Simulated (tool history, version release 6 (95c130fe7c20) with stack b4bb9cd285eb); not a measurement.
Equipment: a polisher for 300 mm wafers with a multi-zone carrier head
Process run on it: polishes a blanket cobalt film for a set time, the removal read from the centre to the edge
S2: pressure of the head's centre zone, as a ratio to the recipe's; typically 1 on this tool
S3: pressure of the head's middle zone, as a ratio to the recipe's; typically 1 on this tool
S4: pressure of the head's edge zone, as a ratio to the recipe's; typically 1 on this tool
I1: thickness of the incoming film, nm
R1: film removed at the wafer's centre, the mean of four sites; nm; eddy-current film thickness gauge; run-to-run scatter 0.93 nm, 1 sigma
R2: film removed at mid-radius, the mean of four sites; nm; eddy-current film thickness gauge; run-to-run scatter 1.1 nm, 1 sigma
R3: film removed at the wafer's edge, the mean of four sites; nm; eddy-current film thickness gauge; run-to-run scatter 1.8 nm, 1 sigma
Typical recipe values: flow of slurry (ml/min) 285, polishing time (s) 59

Run 1, day 0: usual settings; I1 940.8. Result: R1 145.9 nm, R2 138.6 nm, R3 139.5 nm.
At day 5.033: edge zone pressure recalibrated.
At day 6.517: worn pad replaced by a new one, of another model than before.
Run 2, day 6.925: usual settings; I1 946.8. Result: R1 149.1 nm, R2 138.8 nm, R3 138.6 nm.
At day 7.783: centre zone pressure recalibrated.
At day 10.708: slurry nozzle cleaned.
Run 3, day 14.908: usual settings; I1 958.3. Result: R1 144.1 nm, R2 141.9 nm, R3 143.4 nm.
At day 16.696: carrier head's membrane replaced by a new one.
Run 4, day 16.892: usual settings; I1 962. Result: R1 145.6 nm, R2 139.7 nm, R3 139.6 nm.
Run 5, day 19.129: usual settings; I1 950.2. Result: R1 145.2 nm, R2 138.8 nm, R3 140.8 nm.
Run 6, day 20.988: usual settings; I1 948.7. Result: R1 146.5 nm, R2 140 nm, R3 136.5 nm.
At day 22.138: worn pad replaced by a new one.
Run 7, day 22.95: usual settings but flow of slurry (ml/min) 340; I1 958. Result: R1 148.9 nm, R2 140.2 nm, R3 142.7 nm.
Run 8, day 25.871: usual settings but S2 0.94; I1 943.8. Result: R1 140.6 nm, R2 140.6 nm, R3 139.1 nm.
Run 9, day 27.488: usual settings but S2 0.88, S3 0.93; I1 951.8. Result: R1 139.3 nm, R2 131.3 nm, R3 139 nm.
At day 35.425: edge zone pressure recalibrated.
Run 10, day 35.554: usual settings but S2 1.05, S4 0.92, polishing time (s) 70; I1 966.8. Result: R1 180 nm, R2 165.4 nm, R3 163.5 nm.
At day 37.254: worn pad replaced by a new one.
Run 11, day 37.45: usual settings but S3 1.06; I1 928.8. Result: R1 148.6 nm, R2 146.7 nm, R3 136.4 nm.
At day 38.233: slurry nozzle cleaned.
Run 12, day 39.808: usual settings but flow of slurry (ml/min) 355, S2 1.07, S3 1.07, polishing time (s) 75; I1 963.1. Result: R1 199.3 nm, R2 191 nm, R3 180.3 nm.
Run 13, day 42.175: usual settings but flow of slurry (ml/min) 350, S3 0.9, S4 0.95, polishing time (s) 70; I1 947.4. Result: R1 180.3 nm, R2 154 nm, R3 164.5 nm.
Run 14, day 44.292: usual settings but S4 1.04, polishing time (s) 44; I1 941.3. Result: R1 112 nm, R2 105.1 nm, R3 108.1 nm.
At day 45.512: carrier head's membrane replaced by a new one.
At day 45.821: centre zone pressure recalibrated.
Run 15, day 46.646: usual settings; I1 956.6. Result: R1 140.2 nm, R2 138.3 nm, R3 142.6 nm.
Run 16, day 49.021: usual settings but S3 1.04, S4 0.95, polishing time (s) 39; I1 951.9. Result: R1 93.7 nm, R2 96.3 nm, R3 90.2 nm.
Run 17, day 51.458: usual settings but flow of slurry (ml/min) 195, S2 0.89, S3 0.92; I1 968.1. Result: R1 130.5 nm, R2 125.6 nm, R3 138 nm.
At day 52.508: worn pad replaced by a new one.
Run 18, day 53.358: usual settings but S2 1.06; I1 944.2. Result: R1 149.3 nm, R2 138.5 nm, R3 139.5 nm.
Run 19, day 56.329: usual settings; I1 969.8. Result: R1 143.4 nm, R2 139.8 nm, R3 142.7 nm.
Run 20, day 57.854: usual settings but flow of slurry (ml/min) 200, S2 1.07, S3 0.95, polishing time (s) 39; I1 940.8. Result: R1 97.2 nm, R2 88 nm, R3 89.5 nm.
Run 21, day 58.938: usual settings but flow of slurry (ml/min) 355; I1 964.2. Result: R1 147.6 nm, R2 141.3 nm, R3 142.8 nm.
Run 22, day 61.592: usual settings but S2 1.08, S3 0.9; I1 952.8. Result: R1 152.1 nm, R2 126.8 nm, R3 140.3 nm.
Run 23, day 63.358: usual settings; I1 945. Result: R1 147.7 nm, R2 140.3 nm, R3 140.1 nm.

Below are 3 alternative next runs, each starting from the tool's condition after run 23. Predict each:
Run A, day 63.375: usual settings but S2 0.9; I1 943.7. Result: R1 ?, R2 ?, R3 ?.
Run B, day 63.375: usual settings but flow of slurry (ml/min) 200, S2 0.95, S3 1.06, polishing time (s) 65; I1 943.7. Result: R1 ?, R2 ?, R3 ?.
Run C, day 63.375: usual settings but polishing time (s) 78; I1 943.7. Result: R1 ?, R2 ?, R3 ?.

run     R1     R2     R3
  A    137  140.8  140.7
  B  152.3  159.7  152.6
  C  192.5  186.1    186
With the hidden condition removed and each run's random variation left untouched, the same runs would have given:
run     R1     R2     R3
  A  130.6  140.8  140.7
  B  145.2  159.7  152.6
  C  183.5  186.1    186
